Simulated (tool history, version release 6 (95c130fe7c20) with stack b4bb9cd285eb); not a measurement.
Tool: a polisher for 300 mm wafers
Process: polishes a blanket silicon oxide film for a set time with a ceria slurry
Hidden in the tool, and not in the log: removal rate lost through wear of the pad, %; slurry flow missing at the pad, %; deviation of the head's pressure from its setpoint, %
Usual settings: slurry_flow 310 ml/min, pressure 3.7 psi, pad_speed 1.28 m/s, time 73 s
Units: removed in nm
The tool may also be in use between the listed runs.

| run | day | slurry_flow | pressure | pad_speed | time | wafers since the last listed run | wafers polished on this pad | hours since the slurry nozzle was cleaned | hours since the head pressure was calibrated | incoming thickness of the incoming film, nm | removed |
|---|---|---|---|---|---|---|---|---|---|---|---|
| 1 | 0 | 310 | 3.7 | 1.28 | 73 | 0 | 63 | 59.7 | 1177 | 1919.3 | 441.4 |
| 2 | 0.462 | 310 | 3.7 | 1.28 | 73 | 83 | 146 | 70.8 | 1188.1 | 1891.6 | 421.9 |
| 3 | 0.796 | 310 | 3.7 | 1.28 | 73 | 60 | 206 | 78.8 | 1196.1 | 1896.3 | 413.5 |
| 4 | 1.112 | 310 | 3.7 | 1.28 | 73 | 57 | 263 | 86.4 | 1203.7 | 1925.7 | 401.5 |
| 5 | 1.4 | 310 | 3.7 | 1.28 | 73 | 51 | 315 | 93.3 | 1210.6 | 1950.9 | 403 |
| 6 | 1.762 | 310 | 3.7 | 1.28 | 73 | 65 | 381 | 102 | 1219.3 | 1883.3 | 393.1 |
| 7 | 2.067 | 310 | 3.7 | 1.28 | 73 | 54 | 435 | 109.3 | 1226.6 | 1908.8 | 409.4 |
| 8 | 2.442 | 310 | 3.7 | 1.28 | 73 | 67 | 503 | 118.3 | 1235.6 | 1923 | 400.3 |
| 9 | 3.004 | 310 | 3.7 | 1.28 | 73 | 101 | 604 | 131.8 | 1249.1 | 1892.7 | 398.7 |
| 10 | 3.317 | 275 | 3.7 | 1.28 | 62 | 56 | 661 | 139.3 | 1256.6 | 1908.2 | 321.4 |
| 11 | 3.917 | 275 | 3.7 | 1.28 | 62 | 108 | 769 | 153.7 | 1271 | 1918 | 330.9 |
| 12 | 5.271 | 310 | 3.7 | 1.48 | 73 | 244 | 1013 | 186.2 | 1303.5 | 1914.5 | 447.4 |
|  | 5.717 | worn pad replaced by a new one |
| 13 | 5.983 | 310 | 3.7 | 1.28 | 67 | 98 | 48 | 203.3 | 1320.6 | 1949 | 404.3 |
| 14 | 6.325 | 310 | 3.7 | 1.28 | 67 | 61 | 109 | 211.5 | 1328.8 | 1882.1 | 386.3 |
| 15 | 6.633 | 310 | 3.7 | 1.28 | 73 | 55 | 165 | 218.9 | 1336.2 | 1910 | 430.9 |
| 16 | 7.062 | 245 | 3.7 | 1.28 | 73 | 77 | 242 | 229.2 | 1346.5 | 1882.8 | 404.4 |
| 17 | 7.75 | 360 | 2.5 | 1.28 | 88 | 123 | 366 | 245.7 | 1363 | 1887.6 | 394.9 |
| 18 | 8.304 | 310 | 3.7 | 1.28 | 73 | 99 | 466 | 259 | 1376.3 | 1934.3 | 406.7 |
|  | 8.504 | head pressure recalibrated |
| 19 | 9.038 | 310 | 3.7 | 1.28 | 73 | 117 | 583 | 276.6 | 12.8 | 1890.3 | 387.6 |

The next listed run, before its measurement:
| 20 | 9.304 | 250 | 2.5 | 1.54 | 48 | 48 | 631 | 283 | 19.2 | 1886.7 | ? |

Run 20 gave removed 243.9 nm.
Without the tool's hidden state the same run would have given removed 274.5 nm.
